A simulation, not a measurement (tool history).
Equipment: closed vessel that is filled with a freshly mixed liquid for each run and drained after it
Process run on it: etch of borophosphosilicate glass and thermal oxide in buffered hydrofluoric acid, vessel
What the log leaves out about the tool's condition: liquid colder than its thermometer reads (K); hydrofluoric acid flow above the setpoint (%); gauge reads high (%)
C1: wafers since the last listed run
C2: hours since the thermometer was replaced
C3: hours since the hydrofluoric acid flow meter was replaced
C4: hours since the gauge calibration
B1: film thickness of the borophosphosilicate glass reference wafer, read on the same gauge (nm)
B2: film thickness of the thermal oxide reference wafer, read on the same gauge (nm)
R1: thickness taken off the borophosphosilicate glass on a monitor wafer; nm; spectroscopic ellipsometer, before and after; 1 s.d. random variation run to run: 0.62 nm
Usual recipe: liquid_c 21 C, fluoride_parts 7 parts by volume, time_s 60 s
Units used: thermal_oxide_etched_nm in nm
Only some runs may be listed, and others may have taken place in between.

run 1 day=0 | liquid_c=21 fluoride_parts=9 time_s=65 | C1=0 C2=1312 C3=1342 C4=241.2 | B1=29.99 B2=50.02 | R1=81.98 thermal_oxide_etched_nm=68.2
run 2 day=2.329 | liquid_c=21 fluoride_parts=9 time_s=65 | C1=3804 C2=1367.9 C3=1397.9 C4=297.1 | B1=29.99 B2=49.99 | R1=81.17 thermal_oxide_etched_nm=69.3
run 3 day=4.079 | liquid_c=21 fluoride_parts=7 time_s=60 | C1=2858 C2=1409.9 C3=1439.9 C4=339.1 | B1=30 B2=50 | R1=98.09 thermal_oxide_etched_nm=81.33
run 4 day=6.754 | liquid_c=18.5 fluoride_parts=7 time_s=60 | C1=4369 C2=1474.1 C3=1504.1 C4=403.3 | B1=30.02 B2=50.03 | R1=84 thermal_oxide_etched_nm=70.69
run 5 day=8.3 | liquid_c=18.5 fluoride_parts=7 time_s=60 | C1=2524 C2=1511.2 C3=1541.2 C4=440.4 | B1=30.01 B2=50.02 | R1=83.64 thermal_oxide_etched_nm=71.32
run 6 day=9.458 | liquid_c=21 fluoride_parts=7 time_s=60 | C1=1891 C2=1539 C3=1569 C4=468.2 | B1=30 B2=50.01 | R1=97.11 thermal_oxide_etched_nm=81.62
run 7 day=11.958 | liquid_c=21 fluoride_parts=7 time_s=60 | C1=4083 C2=1599 C3=1629 C4=528.2 | B1=30.02 B2=50.01 | R1=96.32 thermal_oxide_etched_nm=81.3
run 8 day=13.088 | liquid_c=21 fluoride_parts=7 time_s=60 | C1=1844 C2=1626.1 C3=1656.1 C4=555.3 | B1=30.01 B2=50 | R1=95.73 thermal_oxide_etched_nm=80.23
-- day=14.3 gauge calibrated
run 9 day=15.65 | liquid_c=19.5 fluoride_parts=7 time_s=60 | C1=4185 C2=1687.6 C3=1717.6 C4=32.4 | B1=29.98 B2=50 | R1=88.37 thermal_oxide_etched_nm=75.51
run 10 day=17.871 | liquid_c=19.5 fluoride_parts=7 time_s=60 | C1=3627 C2=1740.9 C3=1770.9 C4=85.7 | B1=29.98 B2=50 | R1=87.57 thermal_oxide_etched_nm=74.72
-- day=20.608 thermometer replaced
run 11 day=23.154 | liquid_c=21 fluoride_parts=7 time_s=60 | C1=8561 C2=61.1 C3=1897.7 C4=212.5 | B1=30 B2=50.01 | R1=107.63 thermal_oxide_etched_nm=91.68

Run 12 comes next. What will it give?
run 12 day=24.25 | liquid_c=25 fluoride_parts=9.5 time_s=60 | C1=1789 C2=87.4 C3=1924 C4=238.8 | B1=? B2=? | R1=? thermal_oxide_etched_nm=?

Run 12 gave B1 30, B2 50, R1 98.24 nm, thermal_oxide_etched_nm 80.82 nm.
Without the tool's hidden state the same run would have given R1 92.14 nm, thermal_oxide_etched_nm 75.88 nm.
